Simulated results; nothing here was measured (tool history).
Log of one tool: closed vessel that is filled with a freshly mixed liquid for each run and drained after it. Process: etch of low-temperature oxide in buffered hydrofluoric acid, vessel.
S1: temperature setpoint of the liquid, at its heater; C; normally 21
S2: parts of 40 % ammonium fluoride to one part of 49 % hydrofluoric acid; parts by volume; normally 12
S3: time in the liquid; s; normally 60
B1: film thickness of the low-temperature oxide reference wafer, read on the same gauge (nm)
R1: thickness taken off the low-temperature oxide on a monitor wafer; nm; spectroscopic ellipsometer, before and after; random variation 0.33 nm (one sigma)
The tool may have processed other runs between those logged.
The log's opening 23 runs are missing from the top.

| run | hour | S1 | S2 | S3 | B1 | R1 |
|---|---|---|---|---|---|---|
| 24 | 1815.1 | 24 | 16.5 | 45 | 69.09 | 52.52 |
| 25 | 1896.5 | 24 | 9.5 | 35 | 69.05 | 68.28 |
| 26 | 1987.3 | 21 | 12 | 60 | 69.01 | 80.21 |
| 27 | 2059 | 26 | 17 | 60 | 68.94 | 74.38 |
| 28 | 2105 | 19.5 | 12 | 30 | 68.88 | 36.94 |
| 29 | 2167.6 | 25 | 12 | 35 | 68.86 | 58.09 |
| 30 | 2224 | 18 | 12 | 60 | 68.82 | 67.57 |
| 31 | 2324.8 | 21 | 12 | 60 | 68.74 | 80.1 |
| 32 | 2371.5 | 22.5 | 17 | 70 | 68.66 | 72.11 |

Here are 4 independent what-if runs from the current tool condition. What would each one return?
| A | 2372.2 | 21 | 12 | 60 | ? | ? |
| B | 2372.2 | 25.5 | 14.5 | 60 | ? | ? |
| C | 2372.2 | 22.5 | 12 | 50 | ? | ? |
| D | 2372.2 | 17 | 9 | 40 | ? | ? |

| run | B1 | R1 |
|---|---|---|
| A | 68.68 | 79.72 |
| B | 68.68 | 84.78 |
| C | 68.68 | 72.19 |
| D | 68.68 | 54.16 |
Without the tool's hidden state the same runs would have given:
| run | R1 |
|---|---|
| A | 81.24 |
| B | 86.38 |
| C | 73.56 |
| D | 55.18 |

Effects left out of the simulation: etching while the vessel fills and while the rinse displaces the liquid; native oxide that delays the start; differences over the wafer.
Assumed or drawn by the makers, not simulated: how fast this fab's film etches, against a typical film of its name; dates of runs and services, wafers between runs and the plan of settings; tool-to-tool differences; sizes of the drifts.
